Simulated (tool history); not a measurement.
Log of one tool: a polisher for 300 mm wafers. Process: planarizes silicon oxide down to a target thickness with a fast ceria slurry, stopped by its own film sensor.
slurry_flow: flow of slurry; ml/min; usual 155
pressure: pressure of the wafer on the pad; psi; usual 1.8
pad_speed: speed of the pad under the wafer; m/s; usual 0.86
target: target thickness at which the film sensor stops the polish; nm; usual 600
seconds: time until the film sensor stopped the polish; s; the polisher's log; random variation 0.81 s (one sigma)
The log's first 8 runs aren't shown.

| run | hour | slurry_flow | pressure | pad_speed | target | incoming thickness of the incoming film, nm | seconds |
|---|---|---|---|---|---|---|---|
| 9 | 414.3 | 155 | 1.8 | 0.86 | 668 | 1183.1 | 54.6 |
| 10 | 448.0 | 155 | 1.8 | 0.86 | 668 | 1182.8 | 54.7 |
| 11 | 501.3 | 155 | 1.8 | 0.86 | 600 | 1157.9 | 60.2 |
| 12 | 571.1 | 155 | 1.8 | 0.86 | 600 | 1170.9 | 64.9 |
|  | 587.9 | worn pad replaced by a new one |
| 13 | 622.1 | 155 | 1.8 | 0.86 | 600 | 1171.4 | 60.6 |
| 14 | 660.9 | 155 | 1.8 | 0.86 | 600 | 1175.7 | 61.0 |
|  | 708.5 | head pressure recalibrated |
| 15 | 719.0 | 155 | 1.8 | 0.86 | 600 | 1159.6 | 60.5 |
| 16 | 766.3 | 155 | 1.8 | 0.86 | 600 | 1153.7 | 63.3 |
| 17 | 806.2 | 155 | 1.8 | 0.86 | 692 | 1184.1 | 57.2 |
|  | 817.6 | slurry nozzle cleaned |
| 18 | 847.4 | 130 | 2.4 | 1.04 | 652 | 1157.0 | 33.9 |
|  | 861.4 | worn pad replaced by a new one |
| 19 | 892.9 | 105 | 1.8 | 0.86 | 600 | 1163.6 | 62.6 |
| 20 | 917.3 | 205 | 1.6 | 1.12 | 600 | 1174.5 | 48.5 |
| 21 | 964.9 | 155 | 1.8 | 1.16 | 600 | 1144.2 | 42.7 |
| 22 | 992.2 | 125 | 2.1 | 1.12 | 707 | 1178.7 | 33.9 |
| 23 | 1032.0 | 180 | 1.8 | 0.94 | 681 | 1172.2 | 46.1 |
| 24 | 1061.4 | 105 | 1.8 | 1.06 | 775 | 1145.5 | 36.3 |
| 25 | 1107.8 | 155 | 1.8 | 0.86 | 600 | 1173.0 | 62.3 |
| 26 | 1140.8 | 155 | 1.8 | 0.86 | 600 | 1162.8 | 61.8 |
|  | 1212.7 | worn pad replaced by a new one |
| 27 | 1305.4 | 205 | 1.2 | 1.12 | 675 | 1166.2 | 57.6 |
| 28 | 1347.2 | 155 | 1.8 | 0.86 | 600 | 1176.8 | 61.4 |
| 29 | 1407.8 | 155 | 1.6 | 0.86 | 428 | 1177.9 | 90.9 |
| 30 | 1437.7 | 100 | 2.0 | 0.86 | 497 | 1185.1 | 81.4 |
| 31 | 1504.0 | 100 | 1.5 | 0.86 | 600 | 1176.0 | 95.0 |
|  | 1515.4 | worn pad replaced by a new one |
|  | 1530.0 | slurry nozzle cleaned |
| 32 | 1547.0 | 130 | 1.8 | 0.60 | 600 | 1155.3 | 82.6 |
| 33 | 1585.9 | 140 | 1.4 | 0.86 | 685 | 1174.7 | 67.0 |

Forecast each of these 5 alternatives for the next run:
| A | 1586.3 | 155 | 1.8 | 0.86 | 754 | 1179.3 | ? |
| B | 1586.3 | 155 | 1.4 | 0.86 | 778 | 1179.3 | ? |
| C | 1586.3 | 155 | 2.1 | 0.78 | 600 | 1179.3 | ? |
| D | 1586.3 | 155 | 1.8 | 0.58 | 600 | 1179.3 | ? |
| E | 1586.3 | 155 | 1.6 | 1.14 | 600 | 1179.3 | ? |

| run | seconds |
|---|---|
| A | 43.3 |
| B | 52.5 |
| C | 55.7 |
| D | 87.4 |
| E | 50.0 |
Without the tool's hidden state the same runs would have given:
| run | seconds |
|---|---|
| A | 41.6 |
| B | 50.5 |
| C | 53.6 |
| D | 84.0 |
| E | 48.1 |
